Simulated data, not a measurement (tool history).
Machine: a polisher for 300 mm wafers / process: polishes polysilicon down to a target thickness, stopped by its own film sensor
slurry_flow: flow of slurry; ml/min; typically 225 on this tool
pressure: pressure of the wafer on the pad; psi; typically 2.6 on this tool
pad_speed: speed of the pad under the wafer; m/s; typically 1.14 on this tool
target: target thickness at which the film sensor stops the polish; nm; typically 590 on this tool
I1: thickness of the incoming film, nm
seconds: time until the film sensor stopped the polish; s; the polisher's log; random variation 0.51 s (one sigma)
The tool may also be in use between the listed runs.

{"run": 1, "hour": 0.0, "slurry_flow": 225, "pressure": 2.6, "pad_speed": 1.14, "target": 590, "I1": 989.7, "seconds": 48.7}
{"run": 2, "hour": 33.1, "slurry_flow": 225, "pressure": 2.6, "pad_speed": 1.14, "target": 590, "I1": 1007.3, "seconds": 51.8}
{"run": 3, "hour": 46.4, "slurry_flow": 225, "pressure": 2.6, "pad_speed": 1.14, "target": 590, "I1": 999.5, "seconds": 51.8}
{"run": 4, "hour": 76.9, "slurry_flow": 225, "pressure": 2.6, "pad_speed": 1.14, "target": 590, "I1": 992, "seconds": 52.8}
{"run": 5, "hour": 97.4, "slurry_flow": 225, "pressure": 2.6, "pad_speed": 1.14, "target": 590, "I1": 1006.7, "seconds": 54.8}
{"hour": 102.7, "done": "worn pad replaced by a new one"}
{"run": 6, "hour": 116.0, "slurry_flow": 225, "pressure": 2.6, "pad_speed": 1.14, "target": 590, "I1": 994.7, "seconds": 49.2}
{"run": 7, "hour": 137.5, "slurry_flow": 225, "pressure": 2.6, "pad_speed": 1.14, "target": 590, "I1": 1020, "seconds": 52.6}
{"run": 8, "hour": 160.3, "slurry_flow": 225, "pressure": 2.6, "pad_speed": 1.14, "target": 590, "I1": 991.7, "seconds": 51.5}
{"run": 9, "hour": 177.7, "slurry_flow": 225, "pressure": 2.6, "pad_speed": 1.14, "target": 590, "I1": 1005.7, "seconds": 52.6}
{"hour": 183.5, "done": "head pressure recalibrated"}
{"run": 10, "hour": 202.6, "slurry_flow": 170, "pressure": 2.6, "pad_speed": 1.14, "target": 590, "I1": 988.4, "seconds": 53.4}
{"hour": 236.3, "done": "worn pad replaced by a new one"}
{"run": 11, "hour": 236.8, "slurry_flow": 225, "pressure": 2.6, "pad_speed": 1.14, "target": 590, "I1": 1012.3, "seconds": 51.1}
{"hour": 243.2, "done": "slurry nozzle cleaned"}
{"run": 12, "hour": 268.2, "slurry_flow": 225, "pressure": 2.6, "pad_speed": 1.14, "target": 590, "I1": 999.6, "seconds": 50.9}
{"run": 13, "hour": 280.5, "slurry_flow": 290, "pressure": 2.6, "pad_speed": 0.78, "target": 590, "I1": 998.5, "seconds": 61.7}
{"run": 14, "hour": 294.3, "slurry_flow": 185, "pressure": 2.6, "pad_speed": 1.14, "target": 635, "I1": 1012.2, "seconds": 49.2}
{"run": 15, "hour": 306.4, "slurry_flow": 225, "pressure": 2.6, "pad_speed": 0.98, "target": 486, "I1": 977.5, "seconds": 68.6}
{"run": 16, "hour": 322.4, "slurry_flow": 225, "pressure": 2.6, "pad_speed": 1.14, "target": 590, "I1": 984.9, "seconds": 52.2}
{"run": 17, "hour": 343.0, "slurry_flow": 275, "pressure": 2.6, "pad_speed": 0.92, "target": 590, "I1": 997.7, "seconds": 59.8}
{"hour": 350.9, "done": "worn pad replaced by a new one"}
{"run": 18, "hour": 369.0, "slurry_flow": 225, "pressure": 2.6, "pad_speed": 1.14, "target": 590, "I1": 991.9, "seconds": 49}
{"run": 19, "hour": 398.1, "slurry_flow": 225, "pressure": 1.8, "pad_speed": 1.14, "target": 590, "I1": 991.2, "seconds": 73.6}

3 options for the next run, each taken on its own from the tool as it stands now. Forecast them:
{"run": "A", "hour": 398.5, "slurry_flow": 225, "pressure": 3, "pad_speed": 1.14, "target": 590, "I1": 991.6, "seconds": "?"}
{"run": "B", "hour": 398.5, "slurry_flow": 225, "pressure": 2.6, "pad_speed": 1.36, "target": 506, "I1": 991.6, "seconds": "?"}
{"run": "C", "hour": 398.5, "slurry_flow": 295, "pressure": 1.8, "pad_speed": 0.76, "target": 499, "I1": 991.6, "seconds": "?"}

run=A seconds=43
run=B seconds=53.7
run=C seconds=106.9
With no hidden state in the tool, these same runs would have given:
run=A seconds=41.1
run=B seconds=51.3
run=C seconds=102.2
